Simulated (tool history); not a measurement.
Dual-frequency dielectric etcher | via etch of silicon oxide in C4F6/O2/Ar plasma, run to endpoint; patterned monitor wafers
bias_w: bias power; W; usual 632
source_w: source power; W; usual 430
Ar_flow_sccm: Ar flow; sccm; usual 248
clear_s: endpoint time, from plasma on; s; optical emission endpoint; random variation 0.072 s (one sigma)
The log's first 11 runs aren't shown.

run	hour	bias_w	source_w	Ar_flow_sccm	incoming incoming film thickness, nm	clear_s
12	742.8	632	430	248	110.4	21.7
13	768.3	700	490	188	110.4	19.1
14	793	728	430	248	110.5	20.9
# hour 845.1: wet clean of the chamber
15	845.6	632	370	291	110.5	23.7
16	896.3	552	360	194	111.7	23.5
# hour 918.9: source power generator calibrated
# hour 939.4: bias power generator calibrated
17	965.4	632	430	248	111.2	22.6
18	1001.5	492	430	248	110.9	24.4
19	1041.6	632	430	248	110.2	22.4
20	1096.3	677	490	266	111.3	21.2
21	1131.5	632	430	248	110.7	22.4
22	1157.9	590	490	273	110.9	22.3
# hour 1230.3: wet clean of the chamber
23	1230.8	564	510	191	111.2	20.8
24	1266.4	758	320	285	111.2	24
25	1303.1	632	430	248	109.2	22
26	1346.2	507	530	288	111	22.8
27	1386.3	574	510	291	110.3	22.1
28	1457.8	632	430	229	110.5	22
29	1508.1	562	370	248	111	24.4
30	1555.6	775	430	307	110.6	21.7

3 ways to go on from here, each from the tool as it stands after run 30. What would each give?
A	1556	632	430	248	110.6	?
B	1556	632	380	248	110.6	?
C	1556	722	430	248	110.6	?

run	clear_s
A	22.2
B	23.3
C	21.3
Without the tool's hidden state the same runs would have given:
run	clear_s
A	22.5
B	23.6
C	21.5
